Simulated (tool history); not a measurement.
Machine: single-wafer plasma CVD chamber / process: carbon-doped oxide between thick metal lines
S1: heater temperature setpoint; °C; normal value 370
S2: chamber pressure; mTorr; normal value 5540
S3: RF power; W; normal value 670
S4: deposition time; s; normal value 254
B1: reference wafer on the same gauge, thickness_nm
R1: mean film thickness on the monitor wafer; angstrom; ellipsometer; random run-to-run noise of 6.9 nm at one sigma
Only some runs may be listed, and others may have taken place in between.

run 1 hour=0 | S1=370 S2=5540 S3=670 S4=254 | B1=1320.206 | R1=15313.73
run 2 hour=99.2 | S1=370 S2=5540 S3=670 S4=254 | B1=1319.659 | R1=15493.62
-- hour=114.7 gauge calibrated
run 3 hour=204.9 | S1=370 S2=5540 S3=670 S4=254 | B1=1319.493 | R1=15428.96
run 4 hour=281.2 | S1=370 S2=5540 S3=670 S4=278 | B1=1320.255 | R1=16923.98
run 5 hour=388.8 | S1=370 S2=5540 S3=670 S4=278 | B1=1320.3 | R1=16865.95
run 6 hour=473 | S1=370 S2=5540 S3=670 S4=254 | B1=1319.822 | R1=15487.6
run 7 hour=516.1 | S1=370 S2=5540 S3=670 S4=254 | B1=1319.689 | R1=15517.12
run 8 hour=616.4 | S1=370 S2=5540 S3=670 S4=254 | B1=1318.83 | R1=15524.22
-- hour=624.8 thermocouple changed; heater temperature recalibrated
-- hour=671.8 RF generator calibrated
run 9 hour=704.9 | S1=370 S2=5540 S3=670 S4=254 | B1=1319.852 | R1=15174.72
-- hour=733.7 capacitance manometer re-zeroed and calibrated
run 10 hour=775 | S1=370 S2=5540 S3=670 S4=254 | B1=1319.103 | R1=15179.2
run 11 hour=823.6 | S1=370 S2=5540 S3=670 S4=254 | B1=1319.39 | R1=15081.64
run 12 hour=893.4 | S1=370 S2=5540 S3=670 S4=254 | B1=1321.383 | R1=15037.68
run 13 hour=976 | S1=370 S2=5540 S3=670 S4=254 | B1=1320.069 | R1=14995.15
-- hour=986.7 RF generator calibrated, repeated, since the last time left the tool worse
run 14 hour=1049.4 | S1=370 S2=4310 S3=670 S4=254 | B1=1320.967 | R1=15380.54
run 15 hour=1116.6 | S1=370 S2=5540 S3=670 S4=254 | B1=1321.098 | R1=15633.46
run 16 hour=1162.9 | S1=370 S2=5540 S3=670 S4=225 | B1=1319.517 | R1=13846.34
run 17 hour=1216.8 | S1=379 S2=5540 S3=735 S4=304 | B1=1319.055 | R1=19766.65
-- hour=1244.1 showerhead replaced
run 18 hour=1278.8 | S1=370 S2=5540 S3=670 S4=254 | B1=1320.059 | R1=15753.06
run 19 hour=1371.1 | S1=370 S2=5540 S3=535 S4=254 | B1=1320.358 | R1=13515.56
run 20 hour=1466.7 | S1=357 S2=6470 S3=670 S4=254 | B1=1320.4 | R1=16318.35
-- hour=1498.1 gauge calibrated
run 21 hour=1521 | S1=359 S2=5540 S3=670 S4=254 | B1=1319.997 | R1=15842.39
run 22 hour=1594.6 | S1=370 S2=5540 S3=670 S4=254 | B1=1319.891 | R1=15507.09
run 23 hour=1691.1 | S1=363 S2=5540 S3=670 S4=233 | B1=1319.654 | R1=14471.93
run 24 hour=1973.4 | S1=363 S2=5010 S3=670 S4=254 | B1=1319.81 | R1=15507.54

Difference, measured minus no-hidden-state, one row per run. Run-to-run variation is common to both terms; the gauge's own scatter need not be:
Hidden conditions of the tool in this case: wafer temperature above the value expected at the setpoint (K); delivered RF power above the setpoint (%); true pressure above the setpoint (%); gauge reads high (%).
run=1 R1=-368.73
run=2 R1=-383.41
run=3 R1=-391.23
run=4 R1=-435.65
run=5 R1=-442.14
run=6 R1=-410.98
run=7 R1=-414.08
run=8 R1=-419.12
run=9 R1=-681.62
run=10 R1=-726.05
run=11 R1=-749.41
run=12 R1=-784.16
run=13 R1=-821.06
run=14 R1=-67.34
run=15 R1=-104.98
run=16 R1=-113.56
run=17 R1=-193.97
run=18 R1=-181.45
run=19 R1=-198.13
run=20 R1=-258.67
run=21 R1=-267.73
run=22 R1=-282.34
run=23 R1=-285.84
run=24 R1=-359.66
